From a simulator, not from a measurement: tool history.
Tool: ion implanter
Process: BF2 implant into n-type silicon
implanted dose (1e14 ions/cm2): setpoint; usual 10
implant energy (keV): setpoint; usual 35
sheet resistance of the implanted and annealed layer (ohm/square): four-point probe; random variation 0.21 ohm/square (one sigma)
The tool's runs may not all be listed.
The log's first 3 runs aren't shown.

run	hour	implanted dose (1e14 ions/cm2)	implant energy (keV)	read-back reference wafer on the same gauge, sheet resistance	sheet resistance of the implanted and annealed layer (ohm/square)
4	26.8	8.91	35	119.01	153.7
5	41.6	10	35	119.02	144.16
6	58	10	35	119.03	143.86
7	72.4	10	35	118.96	144.28
8	86.5	10	35	119.01	143.66
9	95	10	35	119	144.31
10	107.9	10	35	119	144.33
11	120.4	10	35	118.99	144.06
12	137.3	10	35	119.05	144.62
13	143.6	10	39	119.01	139.34
14	155.4	10	39	119	139.2
# hour 163: gauge calibrated
15	171.9	10	43	119.02	135.71
16	189	10	35	119	144.48
17	195.9	10	35	119	144.35
# hour 205.7: extraction supply calibrated
18	207.1	11.66	24	119.01	155.22
19	222.7	12.28	43	118.97	121.81
20	228.9	8.96	44.5	118.99	144.81
21	245.3	8.73	43.5	118.98	147.92
22	251.8	8.41	23.5	119.03	180.46

The next listed run, before its measurement:
23	263.8	8.39	30	?	?

read-back reference wafer on the same gauge, sheet resistance: 118.94
sheet resistance of the implanted and annealed layer (ohm/square): 167.57
Without the tool's hidden state the same run would have given sheet resistance of the implanted and annealed layer (ohm/square) 163.27.

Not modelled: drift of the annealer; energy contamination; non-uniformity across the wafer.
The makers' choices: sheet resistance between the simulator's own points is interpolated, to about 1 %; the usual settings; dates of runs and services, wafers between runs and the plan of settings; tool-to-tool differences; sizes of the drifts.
